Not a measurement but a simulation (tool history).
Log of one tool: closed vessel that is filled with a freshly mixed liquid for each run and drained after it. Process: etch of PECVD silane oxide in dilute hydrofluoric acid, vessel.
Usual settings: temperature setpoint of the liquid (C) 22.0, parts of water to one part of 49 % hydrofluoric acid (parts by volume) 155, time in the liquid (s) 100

run    hour  temperature setpoint of the liquid (C)  parts of water to one part of 49 % hydrofluoric acid (parts by volume)  time in the liquid (s)  read-back film thickness of the PECVD silane oxide reference wafer, read on the same gauge (nm)  thickness taken off the PECVD silane oxide on a monitor wafer (nm)
  1     0.0                                    22.0                                                                     155                     130                                                                                            39.97                                                               14.20
  2    24.7                                    22.0                                                                     155                     130                                                                                            40.01                                                               14.17
  3    91.2                                    22.0                                                                     155                     130                                                                                            40.00                                                               14.26
  4   145.1                                    22.0                                                                     210                     100                                                                                            40.01                                                                7.65
  5   200.7                                    22.0                                                                     210                     100                                                                                            40.01                                                                7.67
  6   376.0                                    22.0                                                                     155                     145                                                                                            40.00                                                               16.29
  7   443.3                                    22.0                                                                     155                     145                                                                                            40.00                                                               16.24
      478.6  -- thermometer replaced
  8   499.7                                    22.0                                                                     155                     100                                                                                            40.02                                                               10.27
  9   544.0                                    22.0                                                                     155                     100                                                                                            40.01                                                               10.29
      587.0  -- gauge calibrated
 10   595.3                                    18.5                                                                     155                     100                                                                                            40.02                                                                8.93
 11   667.1                                    22.0                                                                     155                     100                                                                                            39.99                                                               10.36
 12   725.4                                    22.0                                                                     155                     100                                                                                            40.02                                                               10.42
 13   762.6                                    22.0                                                                     155                     100                                                                                            40.01                                                               10.36
 14   800.5                                    22.0                                                                     155                     100                                                                                            39.97                                                               10.43
 15   827.4                                    22.0                                                                     155                      85                                                                                            40.01                                                                8.91
 16   884.0                                    22.0                                                                     155                      50                                                                                            40.00                                                                5.26
 17   924.9                                    18.0                                                                     195                     125                                                                                            40.01                                                                8.70
 18   953.7                                    17.0                                                                     110                      45                                                                                            40.00                                                                5.71
 19   999.4                                    20.5                                                                     105                     145                                                                                            40.00                                                               22.54
     1035.9  -- hydrofluoric acid flow meter replaced
 20  1066.9                                    18.0                                                                      85                     100                                                                                            39.97                                                               15.89

Forecast run 21:
 21  1092.8                                    22.0                                                                     155                     100                                                                                                ?                                                                   ?

{"run 21": {"read-back film thickness of the PECVD silane oxide reference wafer, read on the same gauge (nm)": 40.01, "thickness taken off the PECVD silane oxide on a monitor wafer (nm)": 9.45}}
Without the tool's hidden state the same run would have given thickness taken off the PECVD silane oxide on a monitor wafer (nm) 9.06.
